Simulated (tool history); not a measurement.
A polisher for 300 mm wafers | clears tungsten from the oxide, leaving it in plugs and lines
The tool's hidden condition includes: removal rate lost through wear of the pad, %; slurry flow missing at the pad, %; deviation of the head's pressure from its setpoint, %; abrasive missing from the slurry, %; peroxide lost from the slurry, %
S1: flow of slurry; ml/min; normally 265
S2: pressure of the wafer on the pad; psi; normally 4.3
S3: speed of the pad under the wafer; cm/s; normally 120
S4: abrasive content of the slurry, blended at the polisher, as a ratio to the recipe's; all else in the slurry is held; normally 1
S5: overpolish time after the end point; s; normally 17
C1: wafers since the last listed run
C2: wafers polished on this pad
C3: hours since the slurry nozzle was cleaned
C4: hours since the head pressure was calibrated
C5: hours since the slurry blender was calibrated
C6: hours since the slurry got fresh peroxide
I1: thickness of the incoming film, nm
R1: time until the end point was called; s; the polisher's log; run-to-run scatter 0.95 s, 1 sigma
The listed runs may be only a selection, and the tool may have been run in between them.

run,hour,S1,S2,S3,S4,S5,C1,C2,C3,C4,C5,C6,I1,R1
1,0,265,4.3,112,1,17,0,591,297.3,336.1,18.9,160.7,493.2,80.5
# hour 9.5: slurry tank refilled with fresh slurry and peroxide
2,26.1,265,4.3,112,1,17,145,737,323.4,362.2,45,16.6,507.9,86
3,48.8,265,5.1,120,1,17,131,868,346.1,384.9,67.7,39.3,505,67.8
4,73.6,265,5.1,120,1,17,143,1012,370.9,409.7,92.5,64.1,497.7,67
5,106.4,265,4.3,120,1,17,189,1202,403.7,442.5,125.3,96.9,511.1,79.3
# hour 116.5: slurry nozzle cleaned
6,141.8,265,4.3,120,1,17,199,1401,25.3,477.9,160.7,132.3,500.9,79.1
# hour 158.6: worn pad replaced by a new one
7,159.1,265,4.3,120,1,17,77,2,42.6,495.2,178,149.6,499.5,80.4
8,170.2,265,4.3,120,1,17,64,66,53.7,506.3,189.1,160.7,500.5,81.8
9,187.1,265,4.3,120,1,17,97,164,70.6,523.2,206,177.6,498.7,83.8
# hour 202.1: slurry blender recalibrated
10,206.1,265,4.3,120,1,17,98,263,89.6,542.2,4,196.6,500.8,85.7
# hour 210.9: slurry tank refilled with fresh slurry and peroxide
11,221.3,265,4.3,120,1,17,82,345,104.8,557.4,19.2,10.4,493.4,85.6
12,240.5,265,4.3,120,1,17,111,456,124,576.6,38.4,29.6,497.3,87.3
13,274.7,265,3.1,120,0.7,17,198,654,158.2,610.8,72.6,63.8,500,136.8
14,291.9,265,4.3,120,1,17,99,754,175.4,628,89.8,81,503.4,86.4
# hour 318: worn pad replaced by a new one, repeated, since the last time left the tool worse
15,325,265,3.4,120,1.15,9,168,40,208.5,661.1,122.9,114.1,500.5,88.2
# hour 341.3: head pressure recalibrated
16,353.8,265,5.4,80,1.2,24,155,195,237.3,12.5,151.7,142.9,505.7,85.6
17,377.9,265,4.3,160,0.85,17,139,335,261.4,36.6,175.8,167,505.2,61.9
18,405.6,360,4.3,86,1,17,160,495,289.1,64.3,203.5,194.7,501.2,104.9
# hour 421: slurry tank refilled with fresh slurry and peroxide
19,430.5,265,4.3,120,1,17,138,633,314,89.2,228.4,9.5,489.2,77
# hour 440.2: slurry blender recalibrated
20,465.4,345,4.3,94,1,17,190,824,348.9,124.1,25.2,44.4,507.5,98.9
21,524.9,265,4.3,96,1,17,344,1168,408.4,183.6,84.7,103.9,504.3,97.6
# hour 533.2: slurry nozzle cleaned
22,541.3,265,3.3,120,1,17,89,1258,8.1,200,101.1,120.3,502,102.6
23,574.5,265,4.3,120,0.75,14,192,1450,41.3,233.2,134.3,153.5,497.3,88
24,605.5,210,5.5,120,1,17,179,1629,72.3,264.2,165.3,184.5,507.7,65.1
# hour 611.1: worn pad replaced by a new one
# hour 614.8: slurry tank refilled with fresh slurry and peroxide
# hour 630: slurry blender recalibrated
25,630.5,265,3,120,1.25,17,104,94,97.3,289.2,0.5,15.7,509.6,100
26,654,265,4.3,120,1,17,136,230,120.8,312.7,24,39.2,497.8,74.7

Each run again, without the hidden state but with its own random variation kept:
run,R1
1,76.4
2,81.2
3,63.8
4,62.9
5,74.2
6,73.9
7,72.2
8,72.8
9,73.7
10,74.6
11,74
12,75
13,116.3
14,73.2
15,87.5
16,83.5
17,59.7
18,100.3
19,73.1
20,93.4
21,91.7
22,96.2
23,82.4
24,60.9
25,97.7
26,72.2
